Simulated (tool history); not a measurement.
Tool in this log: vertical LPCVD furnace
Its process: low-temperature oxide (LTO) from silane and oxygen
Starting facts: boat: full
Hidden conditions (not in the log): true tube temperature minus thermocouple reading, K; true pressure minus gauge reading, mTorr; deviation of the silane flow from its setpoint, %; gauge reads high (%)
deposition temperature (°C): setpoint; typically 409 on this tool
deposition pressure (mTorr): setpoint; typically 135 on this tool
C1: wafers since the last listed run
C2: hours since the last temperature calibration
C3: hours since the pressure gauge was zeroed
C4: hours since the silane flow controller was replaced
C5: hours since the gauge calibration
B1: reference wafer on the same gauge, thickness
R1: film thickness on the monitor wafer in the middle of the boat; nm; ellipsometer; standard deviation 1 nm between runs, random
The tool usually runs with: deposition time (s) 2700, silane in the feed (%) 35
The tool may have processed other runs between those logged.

run 1 hour=0.0 | deposition_temperature_(°C)=416 deposition_pressure_(mTorr)=135 deposition_time_(s)=2700 silane_in_the_feed_(%)=35 | C1=0 C2=3593.6 C3=2897.2 C4=4305.6 C5=78.1 | B1=194.90 | R1=236.11
run 2 hour=15.5 | deposition_temperature_(°C)=409 deposition_pressure_(mTorr)=135 deposition_time_(s)=2700 silane_in_the_feed_(%)=35 | C1=210 C2=3609.1 C3=2912.7 C4=4321.1 C5=93.6 | B1=195.25 | R1=218.96
run 3 hour=35.2 | deposition_temperature_(°C)=409 deposition_pressure_(mTorr)=135 deposition_time_(s)=2700 silane_in_the_feed_(%)=35 | C1=267 C2=3628.8 C3=2932.4 C4=4340.8 C5=113.3 | B1=195.12 | R1=218.05
run 4 hour=69.6 | deposition_temperature_(°C)=409 deposition_pressure_(mTorr)=135 deposition_time_(s)=2700 silane_in_the_feed_(%)=35 | C1=466 C2=3663.2 C3=2966.8 C4=4375.2 C5=147.7 | B1=195.19 | R1=217.54
run 5 hour=102.5 | deposition_temperature_(°C)=409 deposition_pressure_(mTorr)=135 deposition_time_(s)=2700 silane_in_the_feed_(%)=35 | C1=446 C2=3696.1 C3=2999.7 C4=4408.1 C5=180.6 | B1=195.07 | R1=220.51
-- hour=132.2 gauge calibrated
run 6 hour=138.1 | deposition_temperature_(°C)=409 deposition_pressure_(mTorr)=160 deposition_time_(s)=2700 silane_in_the_feed_(%)=35 | C1=483 C2=3731.7 C3=3035.3 C4=4443.7 C5=5.9 | B1=195.13 | R1=260.06
-- hour=177.2 thermocouples replaced and temperature profile calibrated
run 7 hour=177.7 | deposition_temperature_(°C)=409 deposition_pressure_(mTorr)=135 deposition_time_(s)=2700 silane_in_the_feed_(%)=35 | C1=211 C2=0.5 C3=3074.9 C4=4483.3 C5=45.5 | B1=195.14 | R1=217.96
-- hour=203.9 pressure gauge zeroed
run 8 hour=204.4 | deposition_temperature_(°C)=409 deposition_pressure_(mTorr)=135 deposition_time_(s)=2700 silane_in_the_feed_(%)=35 | C1=36 C2=27.2 C3=0.5 C4=4510.0 C5=72.2 | B1=195.09 | R1=218.18
run 9 hour=209.6 | deposition_temperature_(°C)=398 deposition_pressure_(mTorr)=150 deposition_time_(s)=2130 silane_in_the_feed_(%)=30 | C1=70 C2=32.4 C3=5.7 C4=4515.2 C5=77.4 | B1=195.05 | R1=135.47
-- hour=235.6 silane flow controller replaced
run 10 hour=236.1 | deposition_temperature_(°C)=409 deposition_pressure_(mTorr)=135 deposition_time_(s)=2700 silane_in_the_feed_(%)=35 | C1=33 C2=58.9 C3=32.2 C4=0.5 C5=103.9 | B1=194.78 | R1=218.52
run 11 hour=241.3 | deposition_temperature_(°C)=398 deposition_pressure_(mTorr)=145 deposition_time_(s)=2700 silane_in_the_feed_(%)=28 | C1=70 C2=64.1 C3=37.4 C4=5.7 C5=109.1 | B1=195.12 | R1=150.44
run 12 hour=272.2 | deposition_temperature_(°C)=414 deposition_pressure_(mTorr)=125 deposition_time_(s)=2250 silane_in_the_feed_(%)=35 | C1=419 C2=95.0 C3=68.3 C4=36.6 C5=140.0 | B1=194.95 | R1=178.58
run 13 hour=301.7 | deposition_temperature_(°C)=409 deposition_pressure_(mTorr)=105 deposition_time_(s)=2040 silane_in_the_feed_(%)=40 | C1=400 C2=124.5 C3=97.8 C4=66.1 C5=169.5 | B1=195.03 | R1=152.08
run 14 hour=320.9 | deposition_temperature_(°C)=409 deposition_pressure_(mTorr)=135 deposition_time_(s)=2700 silane_in_the_feed_(%)=35 | C1=260 C2=143.7 C3=117.0 C4=85.3 C5=188.7 | B1=195.16 | R1=218.05
run 15 hour=335.4 | deposition_temperature_(°C)=409 deposition_pressure_(mTorr)=135 deposition_time_(s)=2700 silane_in_the_feed_(%)=35 | C1=196 C2=158.2 C3=131.5 C4=99.8 C5=203.2 | B1=194.92 | R1=219.63
run 16 hour=352.6 | deposition_temperature_(°C)=415 deposition_pressure_(mTorr)=135 deposition_time_(s)=2700 silane_in_the_feed_(%)=35 | C1=233 C2=175.4 C3=148.7 C4=117.0 C5=220.4 | B1=194.98 | R1=233.87

Forecast each of these 5 alternatives for the next run:
run A hour=357.9 | deposition_temperature_(°C)=419 deposition_pressure_(mTorr)=135 deposition_time_(s)=2700 silane_in_the_feed_(%)=35 | C1=71 C2=180.7 C3=154.0 C4=122.3 C5=225.7 | B1=? | R1=?
run B hour=357.9 | deposition_temperature_(°C)=414 deposition_pressure_(mTorr)=135 deposition_time_(s)=2700 silane_in_the_feed_(%)=32 | C1=71 C2=180.7 C3=154.0 C4=122.3 C5=225.7 | B1=? | R1=?
run C hour=357.9 | deposition_temperature_(°C)=415 deposition_pressure_(mTorr)=135 deposition_time_(s)=1980 silane_in_the_feed_(%)=35 | C1=71 C2=180.7 C3=154.0 C4=122.3 C5=225.7 | B1=? | R1=?
run D hour=357.9 | deposition_temperature_(°C)=409 deposition_pressure_(mTorr)=155 deposition_time_(s)=2700 silane_in_the_feed_(%)=35 | C1=71 C2=180.7 C3=154.0 C4=122.3 C5=225.7 | B1=? | R1=?
run E hour=357.9 | deposition_temperature_(°C)=399 deposition_pressure_(mTorr)=100 deposition_time_(s)=3330 silane_in_the_feed_(%)=35 | C1=71 C2=180.7 C3=154.0 C4=122.3 C5=225.7 | B1=? | R1=?

run=A B1=194.85 R1=243.86
run=B B1=194.85 R1=205.03
run=C B1=194.85 R1=171.31
run=D B1=194.85 R1=251.17
run=E B1=194.85 R1=178.53
With no hidden state in the tool, these same runs would have given:
run=A R1=243.86
run=B R1=205.03
run=C R1=171.31
run=D R1=251.17
run=E R1=178.53
